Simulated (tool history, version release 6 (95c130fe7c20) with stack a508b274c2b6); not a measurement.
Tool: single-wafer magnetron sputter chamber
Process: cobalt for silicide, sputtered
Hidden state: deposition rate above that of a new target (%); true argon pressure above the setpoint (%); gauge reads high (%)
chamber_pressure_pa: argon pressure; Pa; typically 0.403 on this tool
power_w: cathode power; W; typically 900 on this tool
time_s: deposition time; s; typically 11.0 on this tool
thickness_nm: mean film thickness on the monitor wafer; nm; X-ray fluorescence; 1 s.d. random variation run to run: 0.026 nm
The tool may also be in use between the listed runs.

run   hour  chamber_pressure_pa  power_w  time_s  wafers since the last listed run  wafers on the sputter target  hours since the last manometer calibration  hours since the magnet pack was replaced  hours since the gauge calibration  read-back reference wafer on the same gauge, thickness_nm  thickness_nm
  1    0.0                0.403      900    11.0                                 0                           550                                       808.9                                    8679.8                              275.3                                                      5.036         4.490
  2   24.6                0.403      900    11.0                               711                          1262                                       833.5                                    8704.4                              299.9                                                      5.040         4.481
  3   86.9                0.403      900    11.0                              1802                          3064                                       895.8                                    8766.7                              362.2                                                      5.038         4.309
     150.1  -- sputter target and shields replaced
  4  153.9                0.403      900    10.5                              1706                           110                                       962.8                                    8833.7                              429.2                                                      5.034         4.346
  5  205.7                0.403      900    10.5                              1498                          1608                                      1014.6                                    8885.5                              481.0                                                      5.040         4.191
     239.1  -- magnet pack replaced
  6  239.6                0.403      900    11.0                               749                          2357                                      1048.5                                       0.5                              514.9                                                      5.041         4.338
  7  276.7                0.403      900    12.5                              1073                          3431                                      1085.6                                      37.6                              552.0                                                      5.046         4.911
     326.2  -- sputter target and shields replaced
  8  348.5                0.403      900    12.5                              1845                           645                                      1157.4                                     109.4                              623.8                                                      5.046         5.037
  9  385.1                0.290      800    11.7                              1058                          1704                                      1194.0                                     146.0                              660.4                                                      5.043         4.464
 10  453.1                0.258      900     9.3                              1967                          3671                                      1262.0                                     214.0                              728.4                                                      5.042         3.753
 11  483.1                0.343      850     9.0                               867                          4539                                      1292.0                                     244.0                              758.4                                                      5.037         3.438
     490.1  -- gauge calibrated
     497.5  -- sputter target and shields replaced
 12  523.7                0.285      900     9.9                               943                           758                                      1332.6                                     284.6                               33.6                                                      5.039         4.149
     548.0  -- capacitance manometer re-zeroed and calibrated
 13  562.4                0.403      900    11.0                               888                          1646                                        14.4                                     323.3                               72.3                                                      5.042         4.357
 14  615.0                0.403      900    11.0                              1521                          3168                                        67.0                                     375.9                              124.9                                                      5.039         4.336

What will run 15 give?
 15  663.6                0.324      800    11.0                              1405                          4574                                       115.6                                     424.5                              173.5                                                          ?             ?

{"run 15": {"read-back reference wafer on the same gauge, thickness_nm": 5.042, "thickness_nm": 4.052}}
With no hidden state in the tool, this same run would have given thickness_nm 4.330 nm.

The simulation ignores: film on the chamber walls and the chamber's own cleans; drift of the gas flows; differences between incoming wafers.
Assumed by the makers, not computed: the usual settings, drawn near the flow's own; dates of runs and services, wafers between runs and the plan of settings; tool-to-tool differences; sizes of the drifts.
